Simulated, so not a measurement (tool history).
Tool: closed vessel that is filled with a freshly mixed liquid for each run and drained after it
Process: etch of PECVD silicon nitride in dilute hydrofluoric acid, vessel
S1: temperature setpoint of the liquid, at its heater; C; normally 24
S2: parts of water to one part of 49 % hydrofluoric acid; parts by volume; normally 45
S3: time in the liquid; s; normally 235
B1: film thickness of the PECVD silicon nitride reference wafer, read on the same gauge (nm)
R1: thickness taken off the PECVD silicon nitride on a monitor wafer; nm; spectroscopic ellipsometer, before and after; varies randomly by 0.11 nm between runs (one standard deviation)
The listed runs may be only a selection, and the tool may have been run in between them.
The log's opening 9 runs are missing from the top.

run	day	S1	S2	S3	B1	R1
10	5.683	24	45	235	109.98	15.74
11	5.996	24	45	235	110.01	15.71
# day 6.567: thermometer replaced
12	6.588	24	45	235	110.01	15.79
13	6.9	26.5	45	235	109.96	18.71
# day 7.292: gauge calibrated
14	7.404	26.5	45	235	109.99	18.51
15	7.75	24	45	235	109.96	16.07
16	8.371	22	45	235	110.01	13.93
17	8.621	28.5	30	295	109.98	39.78
18	9.112	24	30	160	110.05	15.95
# day 9.583: hydrofluoric acid flow meter replaced
19	9.612	22.5	55	170	109.97	8.61
20	10.308	24	60	370	109.96	18.79
21	10.717	24	45	235	109.98	15.93
22	11.346	24	45	235	109.96	15.65
23	11.779	22	45	140	109.94	8.28
24	12.096	24	35	235	110	20.1
25	12.383	22.5	35	350	110.05	27.48

The next listed run, before its measurement:
26	12.654	26.5	45	345	?	?

B1: 110.02
R1: 27.4 nm
Minus the tool's unlogged condition, the same run would have read R1 27.4 nm.
